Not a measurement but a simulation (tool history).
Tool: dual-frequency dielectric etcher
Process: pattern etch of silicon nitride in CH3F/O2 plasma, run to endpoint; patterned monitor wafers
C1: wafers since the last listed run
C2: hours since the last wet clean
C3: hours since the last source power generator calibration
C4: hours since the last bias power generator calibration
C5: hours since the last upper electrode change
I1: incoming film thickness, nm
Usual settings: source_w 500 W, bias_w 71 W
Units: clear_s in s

Run 1, hour 0.0: usual settings but source_w 530 W; C1 0; C2 564.2; C3 780.2; C4 420.7; C5 4321.5; I1 68.4. Result: clear_s 62.1 s.
At hour 46.7: wet clean of the chamber.
Run 2, hour 49.2: usual settings but source_w 540 W; C1 229; C2 2.5; C3 829.4; C4 469.9; C5 4370.7; I1 68.7. Result: clear_s 61.8 s.
Run 3, hour 103.4: usual settings; C1 492; C2 56.7; C3 883.6; C4 524.1; C5 4424.9; I1 68.5. Result: clear_s 63.2 s.
Run 4, hour 143.6: usual settings; C1 365; C2 96.9; C3 923.8; C4 564.3; C5 4465.1; I1 68.1. Result: clear_s 63.0 s.
Run 5, hour 185.0: usual settings; C1 376; C2 138.3; C3 965.2; C4 605.7; C5 4506.5; I1 68.4. Result: clear_s 63.1 s.
Run 6, hour 226.1: usual settings; C1 373; C2 179.4; C3 1006.3; C4 646.8; C5 4547.6; I1 68.6. Result: clear_s 63.7 s.
Run 7, hour 273.5: usual settings but source_w 590 W, bias_w 57 W; C1 430; C2 226.8; C3 1053.7; C4 694.2; C5 4595.0; I1 68.5. Result: clear_s 62.2 s.
Run 8, hour 300.8: usual settings but source_w 590 W, bias_w 57 W; C1 248; C2 254.1; C3 1081.0; C4 721.5; C5 4622.3; I1 68.3. Result: clear_s 61.5 s.
Run 9, hour 343.9: usual settings; C1 391; C2 297.2; C3 1124.1; C4 764.6; C5 4665.4; I1 68.6. Result: clear_s 63.5 s.
Run 10, hour 383.0: usual settings; C1 355; C2 336.3; C3 1163.2; C4 803.7; C5 4704.5; I1 68.9. Result: clear_s 63.7 s.
Run 11, hour 449.2: usual settings but source_w 560 W; C1 601; C2 402.5; C3 1229.4; C4 869.9; C5 4770.7; I1 67.5. Result: clear_s 60.1 s.
Run 12, hour 496.4: usual settings but source_w 560 W; C1 429; C2 449.7; C3 1276.6; C4 917.1; C5 4817.9; I1 68.3. Result: clear_s 61.4 s.
At hour 585.0: wet clean of the chamber.
At hour 630.8: upper electrode replaced.
Run 13, hour 631.3: usual settings; C1 789; C2 46.3; C3 1411.5; C4 1052.0; C5 0.5; I1 68.9. Result: clear_s 63.1 s.
Run 14, hour 683.9: usual settings; C1 478; C2 98.9; C3 1464.1; C4 1104.6; C5 53.1; I1 68.9. Result: clear_s 64.5 s.
Run 15, hour 735.9: usual settings; C1 472; C2 150.9; C3 1516.1; C4 1156.6; C5 105.1; I1 67.8. Result: clear_s 62.4 s.
Run 16, hour 768.9: usual settings; C1 299; C2 183.9; C3 1549.1; C4 1189.6; C5 138.1; I1 67.9. Result: clear_s 62.4 s.
Run 17, hour 803.5: usual settings; C1 314; C2 218.5; C3 1583.7; C4 1224.2; C5 172.7; I1 68.8. Result: clear_s 64.1 s.
Run 18, hour 988.5: usual settings but source_w 540 W, bias_w 55 W; C1 1681; C2 403.5; C3 1768.7; C4 1409.2; C5 357.7; I1 68.6. Result: clear_s 64.9 s.
Run 19, hour 1053.0: usual settings but source_w 440 W, bias_w 88 W; C1 586; C2 468.0; C3 1833.2; C4 1473.7; C5 422.2; I1 68.3. Result: clear_s 64.3 s.
At hour 1088.9: wet clean of the chamber.
Run 20, hour 1105.9: usual settings; C1 262; C2 17.0; C3 1886.1; C4 1526.6; C5 475.1; I1 68.3. Result: clear_s 64.0 s.
Run 21, hour 1147.6: usual settings but source_w 550 W; C1 379; C2 58.7; C3 1927.8; C4 1568.3; C5 516.8; I1 68.0. Result: clear_s 60.9 s.
Run 22, hour 1223.0: usual settings but bias_w 87 W; C1 685; C2 134.1; C3 2003.2; C4 1643.7; C5 592.2; I1 68.1. Result: clear_s 60.3 s.
At hour 1257.1: bias power generator calibrated.
Run 23, hour 1356.1: usual settings; C1 1173; C2 267.2; C3 2136.3; C4 99.0; C5 725.3; I1 67.4. Result: clear_s 63.3 s.
Run 24, hour 1392.2: usual settings; C1 328; C2 303.3; C3 2172.4; C4 135.1; C5 761.4; I1 68.1. Result: clear_s 63.2 s.
At hour 1434.2: source power generator calibrated.
Run 25, hour 1436.0: usual settings but source_w 580 W, bias_w 60 W; C1 361; C2 347.1; C3 1.8; C4 178.9; C5 805.2; I1 67.8. Result: clear_s 61.6 s.
Run 26, hour 1462.7: usual settings; C1 242; C2 373.8; C3 28.5; C4 205.6; C5 831.9; I1 68.4. Result: clear_s 64.1 s.
Run 27, hour 1516.1: usual settings but source_w 420 W, bias_w 57 W; C1 485; C2 427.2; C3 81.9; C4 259.0; C5 885.3; I1 68.6. Result: clear_s 70.2 s.
At hour 1595.6: wet clean of the chamber.
Run 28, hour 1675.6: usual settings; C1 1231; C2 80.0; C3 241.4; C4 418.5; C5 1044.8; I1 68.9. Result: clear_s 64.2 s.
Run 29, hour 1730.8: usual settings; C1 501; C2 135.2; C3 296.6; C4 473.7; C5 1100.0; I1 68.6. Result: clear_s 63.1 s.
Run 30, hour 1777.9: usual settings but source_w 410 W; C1 428; C2 182.3; C3 343.7; C4 520.8; C5 1147.1; I1 68.1. Result: clear_s 68.0 s.
Run 31, hour 1831.0: usual settings but source_w 460 W; C1 482; C2 235.4; C3 396.8; C4 573.9; C5 1200.2; I1 68.1. Result: clear_s 65.0 s.
Run 32, hour 1988.5: usual settings but source_w 620 W, bias_w 65 W; C1 1431; C2 392.9; C3 554.3; C4 731.4; C5 1357.7; I1 67.9. Result: clear_s 58.9 s.
Run 33, hour 2018.0: usual settings but source_w 590 W, bias_w 61 W; C1 268; C2 422.4; C3 583.8; C4 760.9; C5 1387.2; I1 67.9. Result: clear_s 61.2 s.
Run 34, hour 2055.2: usual settings but source_w 570 W, bias_w 60 W; C1 338; C2 459.6; C3 621.0; C4 798.1; C5 1424.4; I1 69.3. Result: clear_s 62.9 s.

4 ways to go on from here, each from the tool as it stands after run 34. What would each give?
Run A, hour 2055.7: usual settings but source_w 390 W; C1 4; C2 460.1; C3 621.5; C4 798.6; C5 1424.9; I1 68.3. Result: clear_s ?.
Run B, hour 2055.7: usual settings but source_w 410 W, bias_w 61 W; C1 4; C2 460.1; C3 621.5; C4 798.6; C5 1424.9; I1 68.3. Result: clear_s ?.
Run C, hour 2055.7: usual settings but source_w 470 W, bias_w 77 W; C1 4; C2 460.1; C3 621.5; C4 798.6; C5 1424.9; I1 68.3. Result: clear_s ?.
Run D, hour 2055.7: usual settings but source_w 530 W, bias_w 85 W; C1 4; C2 460.1; C3 621.5; C4 798.6; C5 1424.9; I1 68.3. Result: clear_s ?.

run  clear_s
  A     69.5
  B     70.0
  C     64.1
  D     60.2
Without the tool's hidden state the same runs would have given:
run  clear_s
  A     69.5
  B     70.0
  C     64.1
  D     60.2
